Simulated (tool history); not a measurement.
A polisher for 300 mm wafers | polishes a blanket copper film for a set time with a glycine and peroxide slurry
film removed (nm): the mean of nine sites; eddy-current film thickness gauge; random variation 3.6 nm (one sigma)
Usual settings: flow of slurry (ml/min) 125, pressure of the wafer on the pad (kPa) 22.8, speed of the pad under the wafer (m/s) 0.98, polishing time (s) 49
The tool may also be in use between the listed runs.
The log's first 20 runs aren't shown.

run	hour	flow of slurry (ml/min)	pressure of the wafer on the pad (kPa)	speed of the pad under the wafer (m/s)	polishing time (s)	incoming thickness of the incoming film, nm	film removed (nm)
# hour 981.9: worn pad replaced by a new one
21	1006.3	125	29.6	1.30	35	1027.3	301.6
22	1040.1	155	28.3	0.98	40	1006.4	293.5
23	1095.8	110	26.2	0.80	62	1018.2	359.6
24	1120.6	150	22.8	1.26	56	1011.3	394.9
25	1158.8	155	15.2	0.98	49	1016.6	224.4
26	1183.4	125	29.6	0.98	61	1037.7	440.6
27	1244.2	125	15.2	0.98	49	1029.3	217.5
# hour 1263.8: head pressure recalibrated
# hour 1264.2: slurry nozzle cleaned
# hour 1299.0: worn pad replaced by a new one
28	1422.9	85	29.0	0.80	60	1038.1	337.8
29	1460.6	140	22.8	0.98	49	1032.8	292.5
30	1526.3	125	22.8	0.98	49	1010.3	286.4
31	1554.5	125	22.8	0.98	40	1017.8	237.0
32	1595.9	100	18.6	1.20	39	1033.2	208.2
# hour 1619.9: head pressure recalibrated
33	1651.4	165	29.6	0.98	59	997.9	454.0
# hour 1689.5: worn pad replaced by a new one
# hour 1772.1: slurry nozzle cleaned
34	1847.1	125	22.8	0.98	49	1027.8	287.1

4 ways to go on from here, each from the tool as it stands after run 34. What would each give?
A	1847.5	125	22.8	0.98	56	1023.8	?
B	1847.5	140	30.3	0.98	49	1023.8	?
C	1847.5	125	27.6	0.98	61	1023.8	?
D	1847.5	90	29.6	0.74	38	1023.8	?

run	film removed (nm)
A	331.3
B	372.1
C	419.0
D	217.3
Without the tool's hidden state the same runs would have given:
run	film removed (nm)
A	331.3
B	372.1
C	419.0
D	217.3
